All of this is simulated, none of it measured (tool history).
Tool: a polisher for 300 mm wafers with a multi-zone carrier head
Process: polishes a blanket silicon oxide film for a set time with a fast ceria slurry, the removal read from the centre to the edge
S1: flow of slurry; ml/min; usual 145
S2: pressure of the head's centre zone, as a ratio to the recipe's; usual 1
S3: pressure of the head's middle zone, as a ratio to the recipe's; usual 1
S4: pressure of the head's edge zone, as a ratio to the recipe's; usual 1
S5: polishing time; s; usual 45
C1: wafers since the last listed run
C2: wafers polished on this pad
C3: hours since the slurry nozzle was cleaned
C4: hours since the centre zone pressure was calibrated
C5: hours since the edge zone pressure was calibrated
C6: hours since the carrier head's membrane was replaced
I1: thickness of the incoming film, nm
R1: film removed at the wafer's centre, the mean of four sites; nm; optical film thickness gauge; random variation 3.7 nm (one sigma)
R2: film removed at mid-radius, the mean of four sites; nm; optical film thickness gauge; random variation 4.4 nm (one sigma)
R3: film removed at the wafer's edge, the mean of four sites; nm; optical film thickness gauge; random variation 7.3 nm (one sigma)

Run 1, hour 0: usual settings; C1 0; C2 286; C3 546.8; C4 248.1; C5 691.4; C6 1537.2; I1 3843.9. Result: R1 500.5 nm, R2 517 nm, R3 531.2 nm.
Run 2, hour 29.8: usual settings but S5 57 s; C1 279; C2 566; C3 576.6; C4 277.9; C5 721.2; C6 1567; I1 3943.6. Result: R1 641.3 nm, R2 650.4 nm, R3 683.6 nm.
At hour 66.7: worn pad replaced by a new one.
Run 3, hour 67.2: usual settings but S4 1.06; C1 313; C2 4; C3 614; C4 315.3; C5 758.6; C6 1604.4; I1 3897.8. Result: R1 510.2 nm, R2 518.8 nm, R3 533.7 nm.
Run 4, hour 93.3: usual settings but S4 1.06; C1 244; C2 249; C3 640.1; C4 341.4; C5 784.7; C6 1630.5; I1 3874.6. Result: R1 506 nm, R2 521.4 nm, R3 548.5 nm.
Run 5, hour 118.8: usual settings; C1 239; C2 488; C3 665.6; C4 366.9; C5 810.2; C6 1656; I1 3854.1. Result: R1 500.2 nm, R2 519.1 nm, R3 520.6 nm.
At hour 146: edge zone pressure recalibrated.
Run 6, hour 146.5: usual settings but S4 0.92; C1 241; C2 729; C3 693.3; C4 394.6; C5 0.5; C6 1683.7; I1 3937. Result: R1 500.8 nm, R2 523.5 nm, R3 519.6 nm.
At hour 174.3: worn pad replaced by a new one.
Run 7, hour 174.8: usual settings but S4 0.92; C1 227; C2 4; C3 721.6; C4 422.9; C5 28.8; C6 1712; I1 3937.8. Result: R1 498.4 nm, R2 522.3 nm, R3 508.3 nm.
Run 8, hour 187.9: usual settings but S4 0.92; C1 122; C2 127; C3 734.7; C4 436; C5 41.9; C6 1725.1; I1 3891.3. Result: R1 497.8 nm, R2 515.8 nm, R3 507.6 nm.
Run 9, hour 205.4: usual settings; C1 164; C2 291; C3 752.2; C4 453.5; C5 59.4; C6 1742.6; I1 3968. Result: R1 498.5 nm, R2 524.2 nm, R3 530.9 nm.
Run 10, hour 226.5: usual settings but S1 170 ml/min, S5 33 s; C1 197; C2 489; C3 773.3; C4 474.6; C5 80.5; C6 1763.7; I1 3980.1. Result: R1 382.4 nm, R2 397.8 nm, R3 399.4 nm.
At hour 231.8: slurry nozzle cleaned.
At hour 232.4: carrier head's membrane replaced by a new one.
Run 11, hour 252.1: usual settings but S1 175 ml/min, S2 1.11, S3 1.12, S4 0.94; C1 225; C2 714; C3 20.3; C4 500.2; C5 106.1; C6 19.7; I1 3884.1. Result: R1 623 nm, R2 635.1 nm, R3 556.2 nm.
At hour 277.8: worn pad replaced by a new one.
Run 12, hour 286.8: usual settings but S1 180 ml/min, S3 0.93, S4 0.88, S5 37 s; C1 288; C2 84; C3 55; C4 534.9; C5 140.8; C6 54.4; I1 3876.9. Result: R1 463.5 nm, R2 449.7 nm, R3 453.6 nm.
Run 13, hour 302.7: usual settings but S1 165 ml/min; C1 149; C2 233; C3 70.9; C4 550.8; C5 156.7; C6 70.3; I1 3893.7. Result: R1 550.2 nm, R2 569.2 nm, R3 576.9 nm.
Run 14, hour 333.7: usual settings but S1 185 ml/min, S2 0.97, S3 1.05, S5 59 s; C1 290; C2 524; C3 101.9; C4 581.8; C5 187.7; C6 101.3; I1 3889.9. Result: R1 717 nm, R2 790.6 nm, R3 740.4 nm.
At hour 344.3: centre zone pressure recalibrated.
Run 15, hour 349.3: usual settings but S4 0.92; C1 127; C2 651; C3 117.5; C4 5; C5 203.3; C6 116.9; I1 3956. Result: R1 531.5 nm, R2 537.2 nm, R3 552.4 nm.
At hour 372.2: worn pad replaced by a new one.
Run 16, hour 384.9: usual settings; C1 296; C2 119; C3 153.1; C4 40.6; C5 238.9; C6 152.5; I1 3928. Result: R1 525 nm, R2 544.6 nm, R3 551.9 nm.
Run 17, hour 415.6: usual settings but S4 1.04; C1 288; C2 407; C3 183.8; C4 71.3; C5 269.6; C6 183.2; I1 3962.1. Result: R1 527.5 nm, R2 540.1 nm, R3 557.6 nm.
Run 18, hour 441.7: usual settings but S2 1.07; C1 244; C2 652; C3 209.9; C4 97.4; C5 295.7; C6 209.3; I1 3912.5. Result: R1 554 nm, R2 534.8 nm, R3 553.3 nm.
Run 19, hour 464: usual settings but S3 0.95, S5 33 s; C1 209; C2 861; C3 232.2; C4 119.7; C5 318; C6 231.6; I1 3932.4. Result: R1 379.1 nm, R2 380.4 nm, R3 399.7 nm.
At hour 473.6: worn pad replaced by a new one.
Run 20, hour 480.3: usual settings; C1 115; C2 62; C3 248.5; C4 136; C5 334.3; C6 247.9; I1 3871.1. Result: R1 519.9 nm, R2 537.3 nm, R3 546.4 nm.

Some steps in R1 between neighbouring runs. How much of each would the tool show without its hidden state too (settings, what came in, random variation), and how much is left for the hidden state, with any gauge scatter that isn't in both results?
The hidden state here: removal rate lost through wear of the pad, %; slurry flow missing at the pad, %; deviation of the centre zone's pressure from its setpoint, %; deviation of the edge zone's pressure from its setpoint, %.
Run 9 -> 10: S1 145 -> 170, S5 45 -> 33. R1 -116.1 nm: hidden state +16.4, all else -132.5.
Run 10 -> 11: S1 170 -> 175, S2 1 -> 1.11, S3 1 -> 1.12, S4 1 -> 0.94, S5 33 -> 45, slurry nozzle cleaned, carrier head's membrane replaced by a new one. R1 +240.6 nm: hidden state +26.1, all else +214.5.
Run 14 -> 15: S1 185 -> 145, S2 0.97 -> 1, S3 1.05 -> 1, S4 1 -> 0.92, S5 59 -> 45, centre zone pressure recalibrated. R1 -185.5 nm: hidden state -1.3, all else -184.2.
